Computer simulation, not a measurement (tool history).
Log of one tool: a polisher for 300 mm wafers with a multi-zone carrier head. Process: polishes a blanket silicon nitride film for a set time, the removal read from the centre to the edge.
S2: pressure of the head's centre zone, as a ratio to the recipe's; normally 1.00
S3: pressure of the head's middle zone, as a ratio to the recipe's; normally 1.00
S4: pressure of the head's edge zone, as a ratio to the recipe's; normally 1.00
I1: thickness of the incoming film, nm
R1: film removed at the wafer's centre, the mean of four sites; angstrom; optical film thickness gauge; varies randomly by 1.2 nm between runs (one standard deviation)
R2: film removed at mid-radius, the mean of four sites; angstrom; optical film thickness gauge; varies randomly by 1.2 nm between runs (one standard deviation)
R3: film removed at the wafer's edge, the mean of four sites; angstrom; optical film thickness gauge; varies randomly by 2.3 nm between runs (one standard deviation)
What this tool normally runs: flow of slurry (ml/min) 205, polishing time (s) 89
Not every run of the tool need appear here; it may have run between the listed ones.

run 1 hour=0.0 | flow_of_slurry_(ml/min)=205 S2=1.00 S3=1.00 S4=1.00 polishing_time_(s)=89 | I1=652.2 | R1=1523 R2=1555 R3=1522
run 2 hour=31.1 | flow_of_slurry_(ml/min)=205 S2=1.00 S3=1.00 S4=1.00 polishing_time_(s)=89 | I1=647.5 | R1=1526 R2=1557 R3=1532
run 3 hour=79.3 | flow_of_slurry_(ml/min)=205 S2=1.00 S3=1.00 S4=1.00 polishing_time_(s)=89 | I1=657.5 | R1=1535 R2=1561 R3=1541
run 4 hour=112.9 | flow_of_slurry_(ml/min)=205 S2=1.00 S3=1.00 S4=1.00 polishing_time_(s)=89 | I1=638.2 | R1=1527 R2=1566 R3=1536
-- hour=148.3 slurry nozzle cleaned
run 5 hour=160.8 | flow_of_slurry_(ml/min)=205 S2=1.00 S3=1.00 S4=1.00 polishing_time_(s)=89 | I1=644.2 | R1=1522 R2=1555 R3=1541
run 6 hour=199.1 | flow_of_slurry_(ml/min)=205 S2=1.05 S3=1.00 S4=1.00 polishing_time_(s)=89 | I1=640.1 | R1=1592 R2=1552 R3=1503
run 7 hour=253.0 | flow_of_slurry_(ml/min)=205 S2=1.05 S3=1.00 S4=1.00 polishing_time_(s)=89 | I1=640.6 | R1=1601 R2=1564 R3=1524
-- hour=261.9 worn pad replaced by a new one
run 8 hour=303.0 | flow_of_slurry_(ml/min)=205 S2=1.05 S3=1.00 S4=1.00 polishing_time_(s)=89 | I1=648.1 | R1=1614 R2=1551 R3=1543
run 9 hour=432.0 | flow_of_slurry_(ml/min)=205 S2=1.00 S3=1.00 S4=1.00 polishing_time_(s)=89 | I1=644.0 | R1=1505 R2=1558 R3=1526
run 10 hour=472.4 | flow_of_slurry_(ml/min)=205 S2=1.00 S3=0.96 S4=1.03 polishing_time_(s)=115 | I1=658.0 | R1=1975 R2=1938 R3=2012
run 11 hour=497.0 | flow_of_slurry_(ml/min)=205 S2=1.00 S3=1.00 S4=0.93 polishing_time_(s)=65 | I1=650.1 | R1=1112 R2=1124 R3=1085
-- hour=514.6 worn pad replaced by a new one
-- hour=538.9 centre zone pressure recalibrated
run 12 hour=555.3 | flow_of_slurry_(ml/min)=205 S2=0.93 S3=1.07 S4=1.00 polishing_time_(s)=114 | I1=658.5 | R1=1827 R2=2143 R3=1999
-- hour=598.0 edge zone pressure recalibrated
run 13 hour=624.2 | flow_of_slurry_(ml/min)=205 S2=0.90 S3=0.90 S4=0.91 polishing_time_(s)=108 | I1=651.0 | R1=1694 R2=1705 R3=1838
run 14 hour=668.5 | flow_of_slurry_(ml/min)=150 S2=1.00 S3=1.00 S4=1.00 polishing_time_(s)=114 | I1=651.5 | R1=1830 R2=1871 R3=1909
-- hour=733.3 carrier head's membrane replaced by a new one
run 15 hour=733.8 | flow_of_slurry_(ml/min)=170 S2=1.09 S3=0.97 S4=1.00 polishing_time_(s)=89 | I1=646.5 | R1=1598 R2=1467 R3=1543

Predict the results of run 16:
-- hour=764.3 slurry nozzle cleaned
-- hour=776.3 worn pad replaced by a new one
run 16 hour=777.5 | flow_of_slurry_(ml/min)=180 S2=1.00 S3=1.11 S4=1.06 polishing_time_(s)=89 | I1=645.8 | R1=? R2=? R3=?

{"run 16": {"R1": 1487, "R2": 1663, "R3": 1538}}
On a tool with no hidden condition, and with the same random variation, this run would have come out at R1 1487 angstrom, R2 1663 angstrom, R3 1538 angstrom.
